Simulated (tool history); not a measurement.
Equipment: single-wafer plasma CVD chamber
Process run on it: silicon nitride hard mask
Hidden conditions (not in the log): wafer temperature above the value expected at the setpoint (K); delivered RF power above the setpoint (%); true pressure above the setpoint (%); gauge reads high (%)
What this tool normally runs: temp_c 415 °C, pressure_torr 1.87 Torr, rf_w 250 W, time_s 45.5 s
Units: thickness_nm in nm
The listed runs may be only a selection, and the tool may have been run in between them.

| run | hour | temp_c | pressure_torr | rf_w | time_s | wafers since the last listed run | hours since the last thermocouple change | hours since the last RF generator calibration | hours since the last manometer calibration | hours since the showerhead was replaced | hours since the gauge calibration | read-back reference wafer on the same gauge, thickness_nm | thickness_nm |
|---|---|---|---|---|---|---|---|---|---|---|---|---|---|
| 1 | 0 | 415 | 1.87 | 250 | 45.5 | 0 | 2731.4 | 1985.9 | 690.2 | 8318.3 | 403.3 | 49.15 | 49.011 |
| 2 | 15.8 | 415 | 1.87 | 250 | 45.5 | 440 | 2747.2 | 2001.7 | 706 | 8334.1 | 419.1 | 49.216 | 48.986 |
| 3 | 87.6 | 415 | 1.87 | 250 | 45.5 | 2001 | 2819 | 2073.5 | 777.8 | 8405.9 | 490.9 | 49.379 | 49.284 |
| 4 | 120.1 | 415 | 1.87 | 250 | 45.5 | 905 | 2851.5 | 2106 | 810.3 | 8438.4 | 523.4 | 49.466 | 49.257 |
| 5 | 140.5 | 415 | 1.87 | 250 | 45.5 | 568 | 2871.9 | 2126.4 | 830.7 | 8458.8 | 543.8 | 49.582 | 49.195 |
| 6 | 174.4 | 415 | 1.87 | 250 | 45.5 | 944 | 2905.8 | 2160.3 | 864.6 | 8492.7 | 577.7 | 49.639 | 49.555 |
| 7 | 189.5 | 415 | 1.87 | 250 | 45.5 | 420 | 2920.9 | 2175.4 | 879.7 | 8507.8 | 592.8 | 49.629 | 49.407 |
| 8 | 225.3 | 415 | 1.87 | 250 | 52 | 997 | 2956.7 | 2211.2 | 915.5 | 8543.6 | 628.6 | 49.796 | 56.958 |
| 9 | 254.6 | 415 | 1.87 | 250 | 45.5 | 816 | 2986 | 2240.5 | 944.8 | 8572.9 | 657.9 | 49.904 | 49.795 |
| 10 | 271.1 | 415 | 1.87 | 250 | 45.5 | 459 | 3002.5 | 2257 | 961.3 | 8589.4 | 674.4 | 49.993 | 50.051 |
| 11 | 288.7 | 415 | 1.87 | 250 | 45.5 | 490 | 3020.1 | 2274.6 | 978.9 | 8607 | 692 | 50.011 | 49.826 |
|  | 296.9 | showerhead replaced |
| 12 | 322.5 | 415 | 1.87 | 250 | 45.5 | 719 | 3053.9 | 2308.4 | 1012.7 | 25.6 | 725.8 | 50.139 | 49.787 |
|  | 336.2 | RF generator calibrated |
| 13 | 348.7 | 415 | 1.87 | 250 | 45.5 | 507 | 3080.1 | 12.5 | 1038.9 | 51.8 | 752 | 50.312 | 49.974 |
|  | 354.7 | gauge calibrated |
| 14 | 374.1 | 415 | 1.87 | 250 | 45.5 | 707 | 3105.5 | 37.9 | 1064.3 | 77.2 | 19.4 | 48.467 | 48.374 |
| 15 | 407.6 | 415 | 1.87 | 250 | 48.3 | 933 | 3139 | 71.4 | 1097.8 | 110.7 | 52.9 | 48.469 | 51.108 |
|  | 427.6 | thermocouple changed; heater temperature recalibrated |
| 16 | 436.7 | 415 | 1.87 | 250 | 45.5 | 588 | 9.1 | 100.5 | 1126.9 | 139.8 | 82 | 48.479 | 48.164 |
| 17 | 465.3 | 423 | 1.87 | 250 | 41.9 | 797 | 37.7 | 129.1 | 1155.5 | 168.4 | 110.6 | 48.488 | 44.245 |
| 18 | 479.5 | 415 | 1.48 | 250 | 48 | 395 | 51.9 | 143.3 | 1169.7 | 182.6 | 124.8 | 48.489 | 47.971 |
|  | 490.1 | capacitance manometer re-zeroed and calibrated |
| 19 | 502.2 | 415 | 1.87 | 250 | 50.3 | 409 | 74.6 | 166 | 12.1 | 205.3 | 147.5 | 48.481 | 53.628 |
| 20 | 534.2 | 405 | 1.74 | 250 | 45.5 | 891 | 106.6 | 198 | 44.1 | 237.3 | 179.5 | 48.489 | 47.665 |
| 21 | 549.8 | 415 | 1.87 | 250 | 45.5 | 434 | 122.2 | 213.6 | 59.7 | 252.9 | 195.1 | 48.535 | 48.421 |
| 22 | 576.5 | 405 | 2.02 | 250 | 45.5 | 744 | 148.9 | 240.3 | 86.4 | 279.6 | 221.8 | 48.598 | 49.833 |
| 23 | 590.4 | 405 | 1.65 | 230 | 51.4 | 387 | 162.8 | 254.2 | 100.3 | 293.5 | 235.7 | 48.635 | 51.6 |
| 24 | 609.3 | 423 | 1.87 | 250 | 41.9 | 526 | 181.7 | 273.1 | 119.2 | 312.4 | 254.6 | 48.603 | 44.463 |
| 25 | 622 | 415 | 2.02 | 250 | 45.5 | 353 | 194.4 | 285.8 | 131.9 | 325.1 | 267.3 | 48.634 | 49.334 |
| 26 | 654.2 | 423 | 2.03 | 295 | 45.5 | 897 | 226.6 | 318 | 164.1 | 357.3 | 299.5 | 48.747 | 52.633 |
| 27 | 677 | 415 | 1.87 | 250 | 45.5 | 635 | 249.4 | 340.8 | 186.9 | 380.1 | 322.3 | 48.696 | 48.508 |
| 28 | 708.7 | 423 | 1.87 | 265 | 53.4 | 883 | 281.1 | 372.5 | 218.6 | 411.8 | 354 | 48.784 | 58.489 |
| 29 | 727.4 | 408 | 1.87 | 250 | 54 | 521 | 299.8 | 391.2 | 237.3 | 430.5 | 372.7 | 48.858 | 58.015 |

How would selected steps in thickness_nm from run to run divide? Give the signed amount a tool lacking its hidden state would still show from settings, what came in and random variation, and the signed amount left for the hidden state, including any gauge scatter that is not in both of the compared results.
Run 7 -> 8: time_s 45.5 -> 52. thickness_nm +7.551 nm: hidden state +0.296, all else +7.255.
Run 13 -> 14: gauge calibrated. thickness_nm -1.6 nm: hidden state -1.787, all else +0.187.
Run 27 -> 28: temp_c 415 -> 423, rf_w 250 -> 265, time_s 45.5 -> 53.4. thickness_nm +9.981 nm: hidden state +0.099, all else +9.882.

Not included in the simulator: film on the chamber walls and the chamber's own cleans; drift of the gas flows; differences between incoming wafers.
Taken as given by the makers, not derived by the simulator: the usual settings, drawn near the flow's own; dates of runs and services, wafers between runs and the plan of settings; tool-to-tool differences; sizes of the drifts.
